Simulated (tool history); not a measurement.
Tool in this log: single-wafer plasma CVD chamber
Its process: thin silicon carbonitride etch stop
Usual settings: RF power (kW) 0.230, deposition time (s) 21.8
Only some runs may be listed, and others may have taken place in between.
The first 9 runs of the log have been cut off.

run,hour,RF power (kW),deposition time (s),wafers since the last listed run,hours since the last thermocouple change,hours since the last RF generator calibration,hours since the showerhead was replaced,hours since the gauge calibration,"read-back reference wafer on the same gauge, thickness_nm",mean film thickness on the monitor wafer (Å)
10,108.5,0.265,21.8,394,2458.9,2409.0,2993.7,329.9,13.203,119.01
11,121.6,0.230,21.8,385,2472.0,2422.1,3006.8,343.0,13.193,112.20
12,134.1,0.230,19.3,367,2484.5,2434.6,3019.3,355.5,13.195,99.56
13,141.7,0.230,19.3,223,2492.1,2442.2,3026.9,363.1,13.197,99.50
14,149.3,0.260,19.3,223,2499.7,2449.8,3034.5,370.7,13.203,104.67
15,160.6,0.230,21.8,332,2511.0,2461.1,3045.8,382.0,13.201,112.61
16,178.4,0.275,23.3,523,2528.8,2478.9,3063.6,399.8,13.198,128.98
# hour 188.8: showerhead replaced
17,191.4,0.230,21.8,147,2541.8,2491.9,2.6,412.8,13.197,112.53
18,205.8,0.205,23.0,423,2556.2,2506.3,17.0,427.2,13.201,112.51
# hour 225.1: RF generator calibrated
19,225.6,0.230,19.3,347,2576.0,0.5,36.8,447.0,13.213,97.81
20,233.7,0.200,17.8,238,2584.1,8.6,44.9,455.1,13.201,84.95
21,248.9,0.215,23.0,447,2599.3,23.8,60.1,470.3,13.194,113.21
# hour 249.1: gauge calibrated
22,256.8,0.230,21.8,232,2607.2,31.7,68.0,7.7,13.198,110.33
# hour 269.8: thermocouple changed; heater temperature recalibrated
23,270.3,0.230,21.8,161,0.5,45.2,81.5,21.2,13.202,110.21
24,284.1,0.250,23.7,406,14.3,59.0,95.3,35.0,13.205,124.19
# hour 301.3: RF generator calibrated, repeated, since the last time left the tool worse
25,301.8,0.260,21.8,285,32.0,0.5,113.0,52.7,13.201,121.42
26,316.2,0.230,18.4,423,46.4,14.9,127.4,67.1,13.191,97.42

What will run 27 give?
27,333.2,0.250,24.3,500,63.4,31.9,144.4,84.1,?,?

Run 27 came out at read-back reference wafer on the same gauge, thickness_nm 13.198, mean film thickness on the monitor wafer (Å) 133.05.
Minus the tool's unlogged condition, the same run would have read mean film thickness on the monitor wafer (Å) 133.51.
